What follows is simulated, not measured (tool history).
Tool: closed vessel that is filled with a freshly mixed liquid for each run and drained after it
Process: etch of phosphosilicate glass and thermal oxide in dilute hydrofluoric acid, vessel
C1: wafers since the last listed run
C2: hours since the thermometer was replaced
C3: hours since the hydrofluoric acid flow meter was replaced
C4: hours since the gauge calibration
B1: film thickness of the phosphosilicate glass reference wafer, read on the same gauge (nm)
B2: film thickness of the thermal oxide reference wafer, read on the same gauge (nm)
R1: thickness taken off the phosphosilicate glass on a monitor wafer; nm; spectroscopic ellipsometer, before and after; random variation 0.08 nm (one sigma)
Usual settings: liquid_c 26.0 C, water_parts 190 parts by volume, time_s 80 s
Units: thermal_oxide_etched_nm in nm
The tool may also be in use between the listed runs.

{"run": 1, "hour": 0.0, "liquid_c": 23.5, "water_parts": 190, "time_s": 80, "C1": 0, "C2": 2373.3, "C3": 851.2, "C4": 54.7, "B1": 79.96, "B2": 130.007, "R1": 42.57, "thermal_oxide_etched_nm": 2.016}
{"run": 2, "hour": 28.0, "liquid_c": 23.5, "water_parts": 190, "time_s": 80, "C1": 3283, "C2": 2401.3, "C3": 879.2, "C4": 82.7, "B1": 79.98, "B2": 129.984, "R1": 42.48, "thermal_oxide_etched_nm": 2.0}
{"run": 3, "hour": 36.1, "liquid_c": 23.5, "water_parts": 190, "time_s": 80, "C1": 950, "C2": 2409.4, "C3": 887.3, "C4": 90.8, "B1": 80.01, "B2": 130.053, "R1": 42.45, "thermal_oxide_etched_nm": 2.081}
{"run": 4, "hour": 45.4, "liquid_c": 26.0, "water_parts": 190, "time_s": 80, "C1": 1090, "C2": 2418.7, "C3": 896.6, "C4": 100.1, "B1": 79.98, "B2": 130.045, "R1": 46.63, "thermal_oxide_etched_nm": 2.185}
{"run": 5, "hour": 56.1, "liquid_c": 26.0, "water_parts": 190, "time_s": 80, "C1": 1254, "C2": 2429.4, "C3": 907.3, "C4": 110.8, "B1": 80.02, "B2": 130.009, "R1": 46.78, "thermal_oxide_etched_nm": 2.233}
{"run": 6, "hour": 72.6, "liquid_c": 26.0, "water_parts": 190, "time_s": 80, "C1": 1935, "C2": 2445.9, "C3": 923.8, "C4": 127.3, "B1": 79.99, "B2": 129.977, "R1": 46.65, "thermal_oxide_etched_nm": 2.267}
{"run": 7, "hour": 82.0, "liquid_c": 26.0, "water_parts": 145, "time_s": 120, "C1": 1102, "C2": 2455.3, "C3": 933.2, "C4": 136.7, "B1": 79.99, "B2": 130.001, "R1": 97.07, "thermal_oxide_etched_nm": 4.649}
{"run": 8, "hour": 100.1, "liquid_c": 26.0, "water_parts": 240, "time_s": 80, "C1": 2122, "C2": 2473.4, "C3": 951.3, "C4": 154.8, "B1": 80.03, "B2": 130.007, "R1": 35.04, "thermal_oxide_etched_nm": 1.649}
{"hour": 105.6, "done": "thermometer replaced"}
{"run": 9, "hour": 107.1, "liquid_c": 26.0, "water_parts": 190, "time_s": 80, "C1": 703, "C2": 1.5, "C3": 958.3, "C4": 161.8, "B1": 80.0, "B2": 130.016, "R1": 43.22, "thermal_oxide_etched_nm": 2.028}
{"hour": 118.2, "done": "gauge calibrated"}
{"run": 10, "hour": 121.9, "liquid_c": 26.0, "water_parts": 190, "time_s": 80, "C1": 1735, "C2": 16.3, "C3": 973.1, "C4": 3.7, "B1": 80.01, "B2": 129.992, "R1": 43.14, "thermal_oxide_etched_nm": 2.101}
{"run": 11, "hour": 129.0, "liquid_c": 26.0, "water_parts": 190, "time_s": 80, "C1": 832, "C2": 23.4, "C3": 980.2, "C4": 10.8, "B1": 80.02, "B2": 130.061, "R1": 43.35, "thermal_oxide_etched_nm": 2.038}
{"run": 12, "hour": 137.1, "liquid_c": 26.0, "water_parts": 190, "time_s": 80, "C1": 950, "C2": 31.5, "C3": 988.3, "C4": 18.9, "B1": 79.95, "B2": 129.991, "R1": 43.49, "thermal_oxide_etched_nm": 2.05}
{"run": 13, "hour": 151.0, "liquid_c": 21.0, "water_parts": 190, "time_s": 130, "C1": 1630, "C2": 45.4, "C3": 1002.2, "C4": 32.8, "B1": 79.96, "B2": 130.036, "R1": 58.49, "thermal_oxide_etched_nm": 2.794}
{"run": 14, "hour": 157.9, "liquid_c": 23.0, "water_parts": 270, "time_s": 125, "C1": 809, "C2": 52.3, "C3": 1009.1, "C4": 39.7, "B1": 80.02, "B2": 129.991, "R1": 39.37, "thermal_oxide_etched_nm": 1.93}
{"run": 15, "hour": 166.9, "liquid_c": 26.0, "water_parts": 190, "time_s": 80, "C1": 1055, "C2": 61.3, "C3": 1018.1, "C4": 48.7, "B1": 79.97, "B2": 129.984, "R1": 43.33, "thermal_oxide_etched_nm": 2.066}
{"run": 16, "hour": 181.9, "liquid_c": 21.5, "water_parts": 260, "time_s": 115, "C1": 1759, "C2": 76.3, "C3": 1033.1, "C4": 63.7, "B1": 80.02, "B2": 130.01, "R1": 36.13, "thermal_oxide_etched_nm": 1.7}
{"hour": 200.7, "done": "hydrofluoric acid flow meter replaced"}
{"run": 17, "hour": 201.2, "liquid_c": 21.5, "water_parts": 120, "time_s": 80, "C1": 2146, "C2": 95.6, "C3": 0.5, "C4": 83.0, "B1": 80.02, "B2": 129.998, "R1": 59.27, "thermal_oxide_etched_nm": 2.868}
{"run": 18, "hour": 225.5, "liquid_c": 26.0, "water_parts": 190, "time_s": 130, "C1": 2850, "C2": 119.9, "C3": 24.8, "C4": 107.3, "B1": 80.0, "B2": 129.972, "R1": 66.61, "thermal_oxide_etched_nm": 3.144}

Forecast run 19:
{"run": 19, "hour": 241.7, "liquid_c": 29.0, "water_parts": 100, "time_s": 120, "C1": 1900, "C2": 136.1, "C3": 41.0, "C4": 123.5, "B1": "?", "B2": "?", "R1": "?", "thermal_oxide_etched_nm": "?"}

B1: 79.99
B2: 130.007
R1: 146.78 nm
thermal_oxide_etched_nm: 7.096 nm
Without the tool's hidden state the same run would have given R1 142.85 nm, thermal_oxide_etched_nm 6.906 nm.
